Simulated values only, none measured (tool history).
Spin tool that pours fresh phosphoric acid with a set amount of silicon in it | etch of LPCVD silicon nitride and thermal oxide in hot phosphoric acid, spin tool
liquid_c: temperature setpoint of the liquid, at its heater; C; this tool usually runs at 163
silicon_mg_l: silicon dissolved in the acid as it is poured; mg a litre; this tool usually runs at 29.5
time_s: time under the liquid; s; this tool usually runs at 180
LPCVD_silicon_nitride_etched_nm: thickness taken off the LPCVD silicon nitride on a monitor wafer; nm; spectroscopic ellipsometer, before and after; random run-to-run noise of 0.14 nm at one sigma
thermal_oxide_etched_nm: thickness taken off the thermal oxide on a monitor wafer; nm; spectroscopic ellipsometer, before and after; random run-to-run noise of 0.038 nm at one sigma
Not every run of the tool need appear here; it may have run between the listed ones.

run     day  liquid_c  silicon_mg_l  time_s  wafers since the last listed run  hours since the thermometer was replaced  hours since the dissolved silicon flow meter was replaced  hours since the heated supply line was repaired  hours since the gauge calibration  read-back film thickness of the LPCVD silicon nitride reference wafer, read on the same gauge (nm)  read-back film thickness of the thermal oxide reference wafer, read on the same gauge (nm)  LPCVD_silicon_nitride_etched_nm  thermal_oxide_etched_nm
  1       0       161          29.5     180                                 0                                    1668.9                                                      497.4                                           2854.9                              761.2                                                                                               60.01                                                                                     140.005                            17.92                    0.214
  2   2.888       163          29.5     180                               372                                    1738.2                                                      566.7                                           2924.2                              830.5                                                                                               59.97                                                                                     140.002                            19.04                    0.263
  3   4.362       163          29.5     180                               190                                    1773.6                                                      602.1                                           2959.6                              865.9                                                                                               59.94                                                                                     140.005                            19.32                    0.222
  4   5.833       161            12     180                               189                                    1808.9                                                      637.4                                           2994.9                              901.2                                                                                               60.01                                                                                      140.01                            17.79                    0.261
  5   7.792       163          29.5     180                               252                                    1855.9                                                      684.4                                           3041.9                              948.2                                                                                               60.04                                                                                     140.018                            18.99                    0.228
  6   9.771       163          29.5     180                               255                                    1903.4                                                      731.9                                           3089.4                              995.7                                                                                               60.04                                                                                     140.016                            18.79                    0.202
  7  12.225       164          16.5     235                               316                                    1962.3                                                      790.8                                           3148.3                             1054.6                                                                                                  60                                                                                     139.984                            25.65                    0.419
     12.804  -- dissolved silicon flow meter replaced
  8  14.146       163            43     270                               242                                    2008.4                                                       32.2                                           3194.4                             1100.7                                                                                                  60                                                                                     139.952                            28.32                    0.154
  9  17.042       163          29.5     180                               373                                    2077.9                                                      101.7                                           3263.9                             1170.2                                                                                               59.97                                                                                     139.959                            18.68                    0.218
     20.454  -- gauge calibrated
 10  24.283       162          29.5     235                               933                                    2251.7                                                      275.5                                           3437.7                               91.9                                                                                               59.99                                                                                     139.977                            23.79                    0.321
     24.467  -- heated supply line repaired
 11  26.417     164.5          36.5     235                               269                                    2302.9                                                      326.7                                             46.8                              143.1                                                                                               60.01                                                                                     139.989                            28.42                    0.317
     27.533  -- thermometer replaced
 12  28.962       161            36      70                               322                                      34.3                                                      387.8                                            107.9                              204.2                                                                                               59.96                                                                                     139.976                             7.55                    0.063
 13  30.833     164.5          19.5      85                               241                                      79.2                                                      432.7                                            152.8                              249.1                                                                                               59.98                                                                                     140.032                            10.27                    0.182
 14  32.304       163            42     255                               189                                     114.5                                                        468                                            188.1                              284.4                                                                                               60.03                                                                                     139.952                             29.5                    0.245
 15  39.212     165.5            13     180                               890                                     280.3                                                      633.8                                            353.9                              450.2                                                                                               60.01                                                                                     140.025                            22.49                    0.616
 16  41.596     160.5            23     180                               307                                     337.5                                                        691                                            411.1                              507.4                                                                                               59.98                                                                                      140.02                            19.27                    0.272
 17  42.746       162          29.5     180                               148                                     365.1                                                      718.6                                            438.7                                535                                                                                               60.03                                                                                     139.996                            20.03                    0.272
     43.462  -- dissolved silicon flow meter replaced
 18  44.908       163          29.5     180                               273                                       417                                                       34.7                                            490.6                              586.9                                                                                               60.04                                                                                      140.01                             20.6                    0.306
 19  50.654       163          13.5     180                               740                                     554.9                                                      172.6                                            628.5                              724.8                                                                                               60.01                                                                                     140.035                            20.64                    0.463
 20  52.829       161            20     180                               280                                     607.1                                                      224.8                                            680.7                                777                                                                                               60.05                                                                                     140.013                            19.08                    0.335
 21  55.188       163           7.5     210                               303                                     663.7                                                      281.4                                            737.3                              833.6                                                                                               59.99                                                                                     139.991                            23.95                    0.622
 22  56.467       164            46     100                               164                                     694.4                                                      312.1                                              768                              864.3                                                                                                  60                                                                                      140.02                            11.58                    0.056
 23  57.796       163          29.5     245                               171                                     726.3                                                        344                                            799.9                              896.2                                                                                               60.03                                                                                     139.992                            27.66                    0.446

Hidden condition of the tool, last listed run before each entry between runs versus first listed run after:
After run 7, before run 8: dissolved silicon flow meter replaced (day 12.804)
  temperature lost on the way to the wafer (K): 3.3 -> 3.35
  measured value less the no-hidden-state value, LPCVD_silicon_nitride_etched_nm: -2.98 -> -3.35 nm; thermal_oxide_etched_nm: -0.115 -> -0.044 nm
After run 9, before run 10: gauge calibrated (day 20.454)
  temperature lost on the way to the wafer (K): 3.41 -> 3.56
  measured value less the no-hidden-state value, LPCVD_silicon_nitride_etched_nm: -2.25 -> -3.02 nm; thermal_oxide_etched_nm: -0.062 -> -0.096 nm
After run 10, before run 11: heated supply line repaired (day 24.467)
  temperature lost on the way to the wafer (K): 3.56 -> 0.377
  measured value less the no-hidden-state value, LPCVD_silicon_nitride_etched_nm: -3.02 -> -0.36 nm; thermal_oxide_etched_nm: -0.096 -> -0.009 nm
After run 11, before run 12: thermometer replaced (day 27.533)
  temperature lost on the way to the wafer (K): 0.377 -> 0.432
  measured value less the no-hidden-state value, LPCVD_silicon_nitride_etched_nm: -0.36 -> -0.11 nm; thermal_oxide_etched_nm: -0.009 -> -0.002 nm
After run 17, before run 18: dissolved silicon flow meter replaced (day 43.462)
  temperature lost on the way to the wafer (K): 0.729 -> 0.776
  measured value less the no-hidden-state value, LPCVD_silicon_nitride_etched_nm: -0.49 -> -0.54 nm; thermal_oxide_etched_nm: -0.015 -> -0.017 nm
